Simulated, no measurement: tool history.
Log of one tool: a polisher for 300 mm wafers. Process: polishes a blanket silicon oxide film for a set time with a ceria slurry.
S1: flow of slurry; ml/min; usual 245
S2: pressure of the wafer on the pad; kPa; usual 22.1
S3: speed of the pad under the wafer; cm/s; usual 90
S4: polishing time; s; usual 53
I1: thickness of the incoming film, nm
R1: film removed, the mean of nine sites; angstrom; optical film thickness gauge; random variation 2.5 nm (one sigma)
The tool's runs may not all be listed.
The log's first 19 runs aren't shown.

run	hour	S1	S2	S3	S4	I1	R1
20	1704.8	245	22.1	90	53	1783.0	2228
# hour 1783.0: head pressure recalibrated
21	1791.2	245	22.1	90	53	1794.1	2351
22	1834.5	245	22.1	90	53	1775.6	2294
23	1934.3	175	17.2	70	53	1777.6	1715
24	1989.6	300	24.1	70	53	1778.3	2188
25	2073.9	285	25.5	116	53	1780.7	2914
26	2141.4	245	22.1	60	62	1765.1	2140
27	2204.2	270	25.5	90	42	1767.4	1999
# hour 2281.8: worn pad replaced by a new one
28	2285.4	310	22.1	90	53	1800.0	2331
29	2352.6	245	22.1	90	58	1762.2	2434
# hour 2365.0: slurry nozzle cleaned
30	2451.2	245	15.9	90	39	1768.3	1365
# hour 2531.3: head pressure recalibrated
31	2546.8	245	22.1	90	53	1785.3	2315
32	2605.8	245	22.1	90	53	1768.0	2374
33	2687.8	245	22.1	90	53	1806.7	2317
34	2749.0	270	22.1	102	53	1803.1	2558
35	2791.0	245	22.1	90	53	1785.1	2305
36	2873.2	320	22.1	70	53	1794.5	2044

Forecast each of these 5 alternatives for the next run:
A	2873.6	245	22.1	68	53	1773.4	?
B	2873.6	310	22.1	90	60	1773.4	?
C	2873.6	245	15.2	90	53	1773.4	?
D	2873.6	185	17.9	112	60	1773.4	?
E	2873.6	245	22.1	90	40	1773.4	?

run	R1
A	1953
B	2616
C	1812
D	2508
E	1712
Without the tool's hidden state the same runs would have given:
run	R1
A	1999
B	2677
C	1855
D	2567
E	1752
